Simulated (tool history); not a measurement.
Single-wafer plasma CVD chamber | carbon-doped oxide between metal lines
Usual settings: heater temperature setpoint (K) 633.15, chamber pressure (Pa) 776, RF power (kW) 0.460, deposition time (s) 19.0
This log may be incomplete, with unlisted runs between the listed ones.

run	hour	heater temperature setpoint (K)	chamber pressure (Pa)	RF power (kW)	deposition time (s)	read-back reference wafer on the same gauge, thickness_nm	mean film thickness on the monitor wafer (nm)
1	0.0	633.15	776	0.460	19.0	80.791	82.444
2	75.7	633.15	776	0.460	19.0	80.850	82.623
# hour 106.2: thermocouple changed; heater temperature recalibrated
3	133.3	633.15	776	0.460	19.0	80.780	81.641
4	233.0	633.15	776	0.460	19.0	80.862	81.905
5	321.4	633.15	776	0.460	19.0	80.859	81.271
6	419.8	633.15	776	0.460	19.0	80.748	80.975
7	461.5	642.15	776	0.440	19.0	80.737	76.433
8	509.6	633.15	776	0.460	19.0	80.754	79.928
9	614.0	633.15	776	0.460	19.0	80.767	79.355
10	715.2	633.15	776	0.460	19.0	80.763	79.221
11	783.2	633.15	776	0.460	19.0	80.774	78.912
# hour 861.1: showerhead replaced, of another model than before
12	883.4	633.15	776	0.495	19.0	80.844	83.812
# hour 960.8: RF generator calibrated
13	985.5	633.15	776	0.460	19.0	80.873	84.832
# hour 1017.1: capacitance manometer re-zeroed and calibrated
# hour 1075.4: gauge calibrated
14	1089.8	643.15	776	0.460	19.0	80.780	82.406
15	1144.9	633.15	776	0.460	19.0	80.709	83.626
# hour 1368.8: thermocouple changed; heater temperature recalibrated
16	1374.3	633.15	776	0.510	20.0	80.917	93.717
17	1476.4	622.15	776	0.520	18.0	80.773	87.216
18	1534.2	639.15	876	0.525	17.2	80.874	82.306
19	1635.2	633.15	937	0.460	19.0	80.805	85.978
20	1710.0	633.15	937	0.460	20.7	80.763	93.434
21	1759.5	633.15	853	0.530	19.0	80.781	91.938
22	1838.5	633.15	776	0.460	20.2	80.603	88.944

What if the next run were any one of these 3? Each begins from the tool's condition after run 22:
A	1838.9	633.15	776	0.460	19.0	?	?
B	1838.9	620.15	776	0.540	19.0	?	?
C	1838.9	633.15	592	0.545	20.1	?	?

run	read-back reference wafer on the same gauge, thickness_nm	mean film thickness on the monitor wafer (nm)
A	80.738	83.760
B	80.738	93.715
C	80.738	90.706
Stripped of hidden state, with their random variation kept, the same runs would have yielded:
run	mean film thickness on the monitor wafer (nm)
A	85.072
B	95.055
C	92.003
